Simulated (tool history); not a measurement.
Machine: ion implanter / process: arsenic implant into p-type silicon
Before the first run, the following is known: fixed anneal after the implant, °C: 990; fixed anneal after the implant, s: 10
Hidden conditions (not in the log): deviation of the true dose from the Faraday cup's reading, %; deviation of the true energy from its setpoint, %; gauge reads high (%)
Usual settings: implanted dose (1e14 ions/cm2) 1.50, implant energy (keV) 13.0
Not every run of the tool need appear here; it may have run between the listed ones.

| run | day | implanted dose (1e14 ions/cm2) | implant energy (keV) | wafers since the last listed run | hours since the last dose calibration | hours since the extraction supply was calibrated | hours since the gauge calibration | read-back reference wafer on the same gauge, sheet resistance | sheet resistance of the implanted and annealed layer (ohm/square) |
|---|---|---|---|---|---|---|---|---|---|
| 1 | 0.000 | 1.50 | 13.0 | 0 | 1111.6 | 5652.9 | 1087.4 | 459.88 | 545.68 |
| 2 | 2.788 | 1.50 | 13.0 | 1892 | 1178.5 | 5719.8 | 1154.3 | 459.97 | 548.81 |
| 3 | 4.433 | 1.50 | 13.0 | 1117 | 1218.0 | 5759.3 | 1193.8 | 459.92 | 545.36 |
| 4 | 5.496 | 1.75 | 13.0 | 721 | 1243.5 | 5784.8 | 1219.3 | 459.91 | 486.26 |
| 5 | 6.567 | 1.50 | 13.0 | 727 | 1269.2 | 5810.5 | 1245.0 | 460.00 | 546.38 |
| 6 | 8.396 | 1.50 | 15.0 | 1241 | 1313.1 | 5854.4 | 1288.9 | 459.96 | 532.74 |
| 7 | 10.554 | 1.50 | 15.0 | 1465 | 1364.9 | 5906.2 | 1340.7 | 459.83 | 534.98 |
| 8 | 12.233 | 1.17 | 13.0 | 1140 | 1405.2 | 5946.5 | 1381.0 | 460.50 | 646.19 |
| 9 | 13.379 | 1.17 | 13.0 | 777 | 1432.7 | 5974.0 | 1408.5 | 460.04 | 653.09 |
| 10 | 15.108 | 1.17 | 13.0 | 1173 | 1474.2 | 6015.5 | 1450.0 | 460.55 | 658.78 |
| 11 | 18.029 | 1.50 | 16.0 | 1983 | 1544.3 | 6085.6 | 1520.1 | 460.03 | 527.33 |
| 12 | 19.258 | 1.50 | 16.0 | 834 | 1573.8 | 6115.1 | 1549.6 | 459.77 | 529.59 |
| 13 | 21.208 | 1.50 | 16.0 | 1323 | 1620.6 | 6161.9 | 1596.4 | 459.81 | 524.83 |
| 14 | 24.121 | 1.30 | 13.0 | 1977 | 1690.5 | 6231.8 | 1666.3 | 460.10 | 599.81 |
|  | 26.729 | extraction supply calibrated |
| 15 | 26.750 | 1.30 | 13.0 | 1558 | 1753.6 | 0.5 | 1729.4 | 459.90 | 605.69 |
| 16 | 28.129 | 1.30 | 13.0 | 936 | 1786.7 | 33.6 | 1762.5 | 460.25 | 598.53 |
| 17 | 29.612 | 1.21 | 9.5 | 1007 | 1822.3 | 69.2 | 1798.1 | 460.45 | 657.34 |
|  | 33.225 | Faraday cup replaced and dose calibrated |
| 18 | 35.933 | 1.50 | 13.0 | 4065 | 65.0 | 220.9 | 1949.8 | 460.13 | 555.08 |
| 19 | 38.783 | 1.90 | 15.0 | 1934 | 133.4 | 289.3 | 2018.2 | 460.05 | 453.96 |
| 20 | 39.783 | 1.68 | 17.5 | 678 | 157.4 | 313.3 | 2042.2 | 459.74 | 489.07 |
| 21 | 40.892 | 1.12 | 9.0 | 752 | 184.0 | 339.9 | 2068.8 | 459.71 | 719.11 |
| 22 | 42.304 | 1.50 | 13.0 | 958 | 217.9 | 373.8 | 2102.7 | 459.47 | 547.90 |
| 23 | 43.954 | 1.67 | 16.0 | 1120 | 257.5 | 413.4 | 2142.3 | 460.06 | 495.20 |
| 24 | 46.779 | 1.50 | 13.0 | 1917 | 325.3 | 481.2 | 2210.1 | 460.15 | 551.49 |
| 25 | 49.375 | 1.50 | 13.0 | 1762 | 387.6 | 543.5 | 2272.4 | 460.33 | 550.79 |
| 26 | 51.725 | 1.50 | 11.0 | 1595 | 444.0 | 599.9 | 2328.8 | 460.09 | 558.47 |
| 27 | 53.862 | 1.50 | 13.0 | 1451 | 495.3 | 651.2 | 2380.1 | 460.01 | 551.34 |
| 28 | 55.625 | 1.18 | 15.5 | 1196 | 537.6 | 693.5 | 2422.4 | 460.00 | 636.73 |
|  | 56.371 | gauge calibrated |
| 29 | 57.529 | 1.32 | 9.5 | 1292 | 583.3 | 739.2 | 27.8 | 460.02 | 626.89 |
| 30 | 60.192 | 1.08 | 13.0 | 1807 | 647.2 | 803.1 | 91.7 | 460.26 | 696.24 |
| 31 | 61.925 | 1.91 | 10.0 | 1176 | 688.8 | 844.7 | 133.3 | 459.66 | 474.93 |
| 32 | 63.667 | 1.69 | 10.0 | 1182 | 730.6 | 886.5 | 175.1 | 460.34 | 517.05 |
| 33 | 66.496 | 1.76 | 13.0 | 1920 | 798.5 | 954.4 | 243.0 | 459.80 | 486.24 |
| 34 | 68.233 | 1.17 | 13.0 | 1179 | 840.2 | 996.1 | 284.7 | 459.84 | 652.53 |
| 35 | 70.492 | 1.09 | 15.0 | 1533 | 894.4 | 1050.3 | 338.9 | 460.63 | 675.59 |
| 36 | 72.046 | 1.33 | 17.0 | 1055 | 931.7 | 1087.6 | 376.2 | 459.49 | 577.32 |
| 37 | 74.125 | 1.24 | 16.0 | 1411 | 981.6 | 1137.5 | 426.1 | 460.09 | 607.25 |
| 38 | 76.900 | 1.65 | 16.5 | 1884 | 1048.2 | 1204.1 | 492.7 | 459.90 | 492.05 |

Below, some changes in sheet resistance of the implanted and annealed layer (ohm/square) between adjacent runs. For each, the amount present without the hidden state too (settings, incoming material, random variation) and the amount remaining for the hidden state with gauge scatter not shared by both compared results:
Run 7 -> 8: implanted dose (1e14 ions/cm2) 1.50 -> 1.17, implant energy (keV) 15.0 -> 13.0. sheet resistance of the implanted and annealed layer (ohm/square) +111.21: hidden state -2.81, all else +114.02.
Run 17 -> 18: implanted dose (1e14 ions/cm2) 1.21 -> 1.50, implant energy (keV) 9.5 -> 13.0, Faraday cup replaced and dose calibrated. sheet resistance of the implanted and annealed layer (ohm/square) -102.26: hidden state +17.57, all else -119.83.
Run 20 -> 21: implanted dose (1e14 ions/cm2) 1.68 -> 1.12, implant energy (keV) 17.5 -> 9.0. sheet resistance of the implanted and annealed layer (ohm/square) +230.04: hidden state -1.80, all else +231.84.
Run 21 -> 22: implanted dose (1e14 ions/cm2) 1.12 -> 1.50, implant energy (keV) 9.0 -> 13.0. sheet resistance of the implanted and annealed layer (ohm/square) -171.21: hidden state +0.82, all else -172.03.
Run 30 -> 31: implanted dose (1e14 ions/cm2) 1.08 -> 1.91, implant energy (keV) 13.0 -> 10.0. sheet resistance of the implanted and annealed layer (ohm/square) -221.31: hidden state +2.65, all else -223.96.
Run 33 -> 34: implanted dose (1e14 ions/cm2) 1.76 -> 1.17. sheet resistance of the implanted and annealed layer (ohm/square) +166.29: hidden state -3.23, all else +169.52.
